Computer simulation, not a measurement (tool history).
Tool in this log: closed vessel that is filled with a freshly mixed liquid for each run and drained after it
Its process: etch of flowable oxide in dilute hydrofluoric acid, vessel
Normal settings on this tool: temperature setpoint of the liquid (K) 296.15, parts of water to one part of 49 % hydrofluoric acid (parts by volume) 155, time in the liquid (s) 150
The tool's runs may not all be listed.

run,hour,temperature setpoint of the liquid (K),parts of water to one part of 49 % hydrofluoric acid (parts by volume),time in the liquid (s),"read-back film thickness of the flowable oxide reference wafer, read on the same gauge (nm)",thickness taken off the flowable oxide on a monitor wafer (Å)
1,0,296.15,155,150,89.98,173.2
2,27.1,296.15,155,150,90,173.4
3,60.6,292.15,155,150,89.99,146.8
4,86.6,292.15,155,150,89.99,148
5,112.7,296.15,155,150,89.99,172.9
6,173.3,296.15,155,150,89.97,173.3
7,191,296.15,155,150,90.01,173.7
8,206.7,296.15,115,150,90.01,244.6
9,224.4,296.15,115,150,89.99,244.6
# hour 245.6: thermometer replaced
10,249.8,296.15,155,150,90,173.3
11,277.7,298.15,155,150,89.99,186.8
12,353.5,296.15,155,150,89.99,173
# hour 362.5: gauge calibrated
13,365.8,296.15,155,150,90,173.8
14,393.7,296.15,155,70,90.01,81
15,420.2,300.65,215,175,90.01,160.8
16,437.7,300.65,155,150,89.99,205.6
17,461.6,301.15,155,150,90,208
18,485.9,296.15,110,150,90,255.7
19,505,296.15,155,80,90,91.6
# hour 517.9: hydrofluoric acid flow meter replaced
20,539.4,292.65,115,230,90.02,323.7
21,571.7,292.65,115,230,89.98,324.6
22,587.5,296.15,125,150,89.99,221.3
23,618.7,296.15,220,220,90,166.3
24,651.3,300.65,100,190,90.01,434.4

Branching from run 24: 5 alternative next runs. What would each branch give?
A,652,296.15,155,125,?,?
B,652,296.15,130,60,?,?
C,652,297.65,120,75,?,?
D,652,291.65,80,200,?,?
E,652,293.65,200,150,?,?

run,"read-back film thickness of the flowable oxide reference wafer, read on the same gauge (nm)",thickness taken off the flowable oxide on a monitor wafer (Å)
A,89.98,144.2
B,89.98,84.9
C,89.98,123.3
D,89.98,405.2
E,89.98,116.2
What these runs would have given with no unlogged condition in the tool:
run,thickness taken off the flowable oxide on a monitor wafer (Å)
A,144.2
B,84.9
C,123.3
D,405.2
E,116.2
